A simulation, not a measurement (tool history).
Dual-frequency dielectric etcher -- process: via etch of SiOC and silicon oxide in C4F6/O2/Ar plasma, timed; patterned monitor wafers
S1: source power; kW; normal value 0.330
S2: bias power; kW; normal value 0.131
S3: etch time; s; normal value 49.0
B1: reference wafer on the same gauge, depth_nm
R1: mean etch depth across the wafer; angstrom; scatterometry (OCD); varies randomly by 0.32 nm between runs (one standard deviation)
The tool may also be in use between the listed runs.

Run 1, hour 0.0: usual settings but S1 0.290 kW; B1 40.59. Result: R1 449.9 angstrom.
Run 2, hour 17.8: usual settings but S2 0.139 kW; B1 40.53. Result: R1 482.9 angstrom.
Run 3, hour 54.8: usual settings but S2 0.139 kW; B1 40.46. Result: R1 479.0 angstrom.
Run 4, hour 55.1: usual settings but S2 0.139 kW; B1 40.50. Result: R1 484.7 angstrom.
Run 5, hour 55.5: usual settings but S2 0.123 kW; B1 40.61. Result: R1 459.3 angstrom.
Run 6, hour 59.3: usual settings but S3 55.5 s; B1 40.53. Result: R1 533.8 angstrom.
Run 7, hour 74.4: usual settings but S3 55.5 s; B1 40.46. Result: R1 526.4 angstrom.
Run 8, hour 110.1: usual settings but S2 0.150 kW; B1 40.54. Result: R1 493.4 angstrom.
Run 9, hour 110.5: usual settings; B1 40.48. Result: R1 467.6 angstrom.
Run 10, hour 110.8: usual settings but S1 0.400 kW, S2 0.115 kW, S3 56.0 s; B1 40.57. Result: R1 550.4 angstrom.
Run 11, hour 120.3: usual settings but S1 0.410 kW, S2 0.121 kW, S3 42.5 s; B1 40.42. Result: R1 428.6 angstrom.
Run 12, hour 137.4: usual settings but S2 0.141 kW, S3 56.5 s; B1 40.42. Result: R1 554.5 angstrom.
Run 13, hour 152.2: usual settings but S1 0.300 kW, S3 54.5 s; B1 40.40. Result: R1 504.6 angstrom.
Run 14, hour 168.3: usual settings but S1 0.380 kW, S2 0.140 kW; B1 40.46. Result: R1 502.2 angstrom.
Run 15, hour 191.7: usual settings; B1 40.49. Result: R1 471.7 angstrom.
Run 16, hour 201.2: usual settings but S1 0.400 kW, S2 0.107 kW, S3 43.0 s; B1 40.52. Result: R1 410.9 angstrom.
Run 17, hour 209.9: usual settings but S1 0.390 kW, S2 0.099 kW, S3 59.0 s; B1 40.56. Result: R1 543.1 angstrom.
Run 18, hour 221.2: usual settings; B1 40.62. Result: R1 464.4 angstrom.
Run 19, hour 231.0: usual settings but S1 0.290 kW, S2 0.149 kW; B1 40.48. Result: R1 472.0 angstrom.
Run 20, hour 248.0: usual settings but S1 0.300 kW, S2 0.148 kW, S3 62.0 s; B1 40.48. Result: R1 601.0 angstrom.
Run 21, hour 256.4: usual settings but S1 0.360 kW, S2 0.157 kW, S3 35.5 s; B1 40.47. Result: R1 372.0 angstrom.
Run 22, hour 263.9: usual settings; B1 40.61. Result: R1 469.1 angstrom.
Run 23, hour 280.7: usual settings but S1 0.280 kW, S3 58.5 s; B1 40.39. Result: R1 530.3 angstrom.
Run 24, hour 291.9: usual settings but S1 0.350 kW, S2 0.116 kW, S3 62.5 s; B1 40.54. Result: R1 581.3 angstrom.
Run 25, hour 307.5: usual settings but S1 0.360 kW, S2 0.100 kW, S3 37.5 s; B1 40.52. Result: R1 339.7 angstrom.
Run 26, hour 315.1: usual settings; B1 40.48. Result: R1 471.0 angstrom.
Run 27, hour 329.8: usual settings; B1 40.48. Result: R1 473.5 angstrom.
Run 28, hour 347.0: usual settings but S2 0.118 kW; B1 40.52. Result: R1 456.2 angstrom.
Run 29, hour 354.3: usual settings but S1 0.360 kW, S2 0.162 kW; B1 40.49. Result: R1 521.6 angstrom.
Run 30, hour 363.4: usual settings; B1 40.50. Result: R1 476.1 angstrom.

Removed from this log: 5 entries logged between the listed runs. Between which two listed runs does each belong, and how does the tool's hidden state at the listed run before it compare with that at the listed run after it?
From run 2 to run 3: gauge calibrated (hour 51.0); wet clean of the chamber (hour 54.3)
  no hidden state differs between the two runs
From run 7 to run 8: source power generator calibrated (hour 100.8); upper electrode replaced (hour 109.6)
  no hidden state differs between the two runs
From run 14 to run 15: bias power generator calibrated (hour 188.8)
  no hidden state differs between the two runs

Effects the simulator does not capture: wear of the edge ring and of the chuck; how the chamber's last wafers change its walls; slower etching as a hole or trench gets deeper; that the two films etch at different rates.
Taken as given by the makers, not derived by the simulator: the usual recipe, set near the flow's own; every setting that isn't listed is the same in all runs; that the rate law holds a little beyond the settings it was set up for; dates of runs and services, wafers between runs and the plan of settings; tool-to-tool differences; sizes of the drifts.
